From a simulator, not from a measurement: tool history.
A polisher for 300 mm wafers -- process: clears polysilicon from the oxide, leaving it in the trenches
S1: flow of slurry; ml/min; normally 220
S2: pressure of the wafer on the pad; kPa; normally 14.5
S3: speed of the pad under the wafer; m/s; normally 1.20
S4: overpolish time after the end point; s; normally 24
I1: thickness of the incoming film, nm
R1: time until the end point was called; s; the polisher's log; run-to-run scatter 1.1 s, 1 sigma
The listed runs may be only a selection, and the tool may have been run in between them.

Run 1, hour 0.0: usual settings but S3 1.02 m/s; I1 677.2. Result: R1 75.0 s.
At hour 38.5: worn pad replaced by a new one.
Run 2, hour 98.1: usual settings but S3 1.02 m/s; I1 687.0. Result: R1 72.0 s.
Run 3, hour 148.0: usual settings but S3 1.02 m/s; I1 676.6. Result: R1 70.8 s.
At hour 169.2: slurry nozzle cleaned.
Run 4, hour 194.5: usual settings but S1 260 ml/min; I1 677.8. Result: R1 60.7 s.
At hour 197.7: head pressure recalibrated.
Run 5, hour 248.2: usual settings but S1 260 ml/min; I1 667.6. Result: R1 61.3 s.
Run 6, hour 338.0: usual settings; I1 683.7. Result: R1 64.2 s.
Run 7, hour 406.2: usual settings; I1 686.9. Result: R1 63.9 s.
Run 8, hour 477.7: usual settings; I1 681.1. Result: R1 63.4 s.
At hour 515.3: worn pad replaced by a new one.
Run 9, hour 583.9: usual settings; I1 669.3. Result: R1 60.0 s.
Run 10, hour 660.9: usual settings; I1 669.6. Result: R1 59.7 s.
Run 11, hour 804.4: usual settings; I1 679.2. Result: R1 63.0 s.
At hour 856.6: slurry nozzle cleaned.
Run 12, hour 857.1: usual settings; I1 674.9. Result: R1 64.0 s.
Run 13, hour 932.4: usual settings but S3 1.08 m/s; I1 690.2. Result: R1 70.9 s.
Run 14, hour 984.7: usual settings but S3 1.08 m/s; I1 687.7. Result: R1 71.1 s.
At hour 991.8: worn pad replaced by a new one.
Run 15, hour 1044.4: usual settings but S3 1.08 m/s; I1 664.1. Result: R1 65.3 s.
Run 16, hour 1146.4: usual settings but S3 0.88 m/s, S4 31 s; I1 678.9. Result: R1 82.1 s.
Run 17, hour 1188.6: usual settings but S1 245 ml/min, S2 13.1 kPa, S3 1.30 m/s, S4 34 s; I1 675.1. Result: R1 62.0 s.
At hour 1294.0: head pressure recalibrated.
Run 18, hour 1294.5: usual settings; I1 672.4. Result: R1 61.4 s.
Run 19, hour 1365.8: usual settings but S2 11.0 kPa, S4 19 s; I1 676.3. Result: R1 84.5 s.
At hour 1412.5: worn pad replaced by a new one.
Run 20, hour 1422.2: usual settings; I1 684.2. Result: R1 58.6 s.
Run 21, hour 1497.0: usual settings but S1 175 ml/min, S3 1.38 m/s; I1 690.4. Result: R1 54.4 s.
Run 22, hour 1562.5: usual settings but S1 150 ml/min, S4 29 s; I1 685.0. Result: R1 61.3 s.
Run 23, hour 1619.6: usual settings but S3 1.32 m/s, S4 13 s; I1 688.4. Result: R1 55.5 s.
At hour 1641.2: slurry nozzle cleaned.
Run 24, hour 1676.1: usual settings; I1 692.4. Result: R1 62.4 s.
Run 25, hour 1715.3: usual settings but S3 0.80 m/s; I1 686.2. Result: R1 93.5 s.
Run 26, hour 1822.7: usual settings but S2 18.6 kPa, S3 1.40 m/s, S4 36 s; I1 676.8. Result: R1 40.7 s.
At hour 1850.2: worn pad replaced by a new one.
Run 27, hour 1966.2: usual settings; I1 686.1. Result: R1 60.5 s.
Run 28, hour 2056.2: usual settings but S2 15.9 kPa; I1 673.8. Result: R1 55.5 s.
Run 29, hour 2103.8: usual settings; I1 679.7. Result: R1 61.4 s.
Run 30, hour 2174.2: usual settings but S3 1.36 m/s, S4 31 s; I1 671.8. Result: R1 54.3 s.
Run 31, hour 2226.9: usual settings but S3 1.08 m/s; I1 678.1. Result: R1 70.5 s.
Run 32, hour 2289.3: usual settings but S3 1.58 m/s, S4 16 s; I1 678.3. Result: R1 48.3 s.

Each row is a separate what-if for the run after 32, all from the same tool condition, not one after another. Results?
Run A, hour 2289.8: usual settings; I1 678.7. Result: R1 ?.
Run B, hour 2289.8: usual settings but S1 170 ml/min, S2 13.1 kPa, S3 0.78 m/s, S4 33 s; I1 678.7. Result: R1 ?.
Run C, hour 2289.8: usual settings but S2 19.3 kPa, S3 1.08 m/s; I1 678.7. Result: R1 ?.
Run D, hour 2289.8: usual settings but S3 0.86 m/s; I1 678.7. Result: R1 ?.
Run E, hour 2289.8: usual settings but S3 1.34 m/s; I1 678.7. Result: R1 ?.

run     R1
  A   60.5
  B  105.5
  C   50.4
  D   84.5
  E   54.2
With no hidden state in the tool, these same runs would have given:
run    R1
  A  55.3
  B  96.4
  C  46.1
  D  77.2
  E  49.5
